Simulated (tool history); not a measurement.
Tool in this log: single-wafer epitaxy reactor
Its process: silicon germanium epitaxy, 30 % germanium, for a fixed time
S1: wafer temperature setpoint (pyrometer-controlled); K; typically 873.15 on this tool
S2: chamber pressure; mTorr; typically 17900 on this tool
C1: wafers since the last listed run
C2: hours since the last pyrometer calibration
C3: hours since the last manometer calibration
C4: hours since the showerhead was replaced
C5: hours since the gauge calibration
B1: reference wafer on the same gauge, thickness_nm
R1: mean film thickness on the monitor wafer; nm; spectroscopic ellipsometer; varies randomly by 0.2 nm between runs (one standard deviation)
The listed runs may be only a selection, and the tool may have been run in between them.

run 1 hour=0.0 | S1=877.15 S2=17900 | C1=0 C2=1038.4 C3=482.4 C4=6976.7 C5=573.5 | B1=54.888 | R1=63.186
run 2 hour=59.7 | S1=877.15 S2=17900 | C1=817 C2=1098.1 C3=542.1 C4=7036.4 C5=633.2 | B1=55.077 | R1=62.936
run 3 hour=115.1 | S1=884.15 S2=17900 | C1=759 C2=1153.5 C3=597.5 C4=7091.8 C5=688.6 | B1=54.922 | R1=72.611
run 4 hour=175.6 | S1=884.15 S2=17900 | C1=828 C2=1214.0 C3=658.0 C4=7152.3 C5=749.1 | B1=54.982 | R1=72.533
run 5 hour=219.8 | S1=878.15 S2=17900 | C1=605 C2=1258.2 C3=702.2 C4=7196.5 C5=793.3 | B1=54.993 | R1=63.844
run 6 hour=253.2 | S1=873.15 S2=17900 | C1=457 C2=1291.6 C3=735.6 C4=7229.9 C5=826.7 | B1=55.018 | R1=57.821
run 7 hour=323.0 | S1=873.15 S2=17900 | C1=956 C2=1361.4 C3=805.4 C4=7299.7 C5=896.5 | B1=55.014 | R1=57.697
-- hour=364.5 gauge calibrated
run 8 hour=367.6 | S1=873.15 S2=17900 | C1=611 C2=1406.0 C3=850.0 C4=7344.3 C5=3.1 | B1=55.042 | R1=57.715
run 9 hour=397.5 | S1=859.15 S2=20500 | C1=409 C2=1435.9 C3=879.9 C4=7374.2 C5=33.0 | B1=55.004 | R1=46.050
run 10 hour=449.5 | S1=873.15 S2=17900 | C1=712 C2=1487.9 C3=931.9 C4=7426.2 C5=85.0 | B1=54.943 | R1=57.534
run 11 hour=495.4 | S1=873.15 S2=19700 | C1=628 C2=1533.8 C3=977.8 C4=7472.1 C5=130.9 | B1=55.043 | R1=60.033
-- hour=535.2 capacitance manometer re-zeroed and calibrated
-- hour=537.5 showerhead replaced, of another model than before
run 12 hour=538.0 | S1=873.15 S2=19700 | C1=442 C2=1576.4 C3=2.8 C4=0.5 C5=173.5 | B1=54.911 | R1=58.991
run 13 hour=578.6 | S1=860.15 S2=17900 | C1=556 C2=1617.0 C3=43.4 C4=41.1 C5=214.1 | B1=54.888 | R1=43.475
-- hour=597.6 pyrometer calibrated
run 14 hour=646.4 | S1=862.15 S2=13700 | C1=819 C2=48.8 C3=111.2 C4=108.9 C5=281.9 | B1=54.931 | R1=43.054
run 15 hour=700.7 | S1=860.15 S2=16500 | C1=743 C2=103.1 C3=165.5 C4=163.2 C5=336.2 | B1=54.989 | R1=44.047

Predict the results of run 16:
run 16 hour=745.6 | S1=866.15 S2=17900 | C1=615 C2=148.0 C3=210.4 C4=208.1 C5=381.1 | B1=? | R1=?

{"run 16": {"B1": 55.051, "R1": 51.24}}
Without the tool's hidden state the same run would have given R1 51.259 nm.

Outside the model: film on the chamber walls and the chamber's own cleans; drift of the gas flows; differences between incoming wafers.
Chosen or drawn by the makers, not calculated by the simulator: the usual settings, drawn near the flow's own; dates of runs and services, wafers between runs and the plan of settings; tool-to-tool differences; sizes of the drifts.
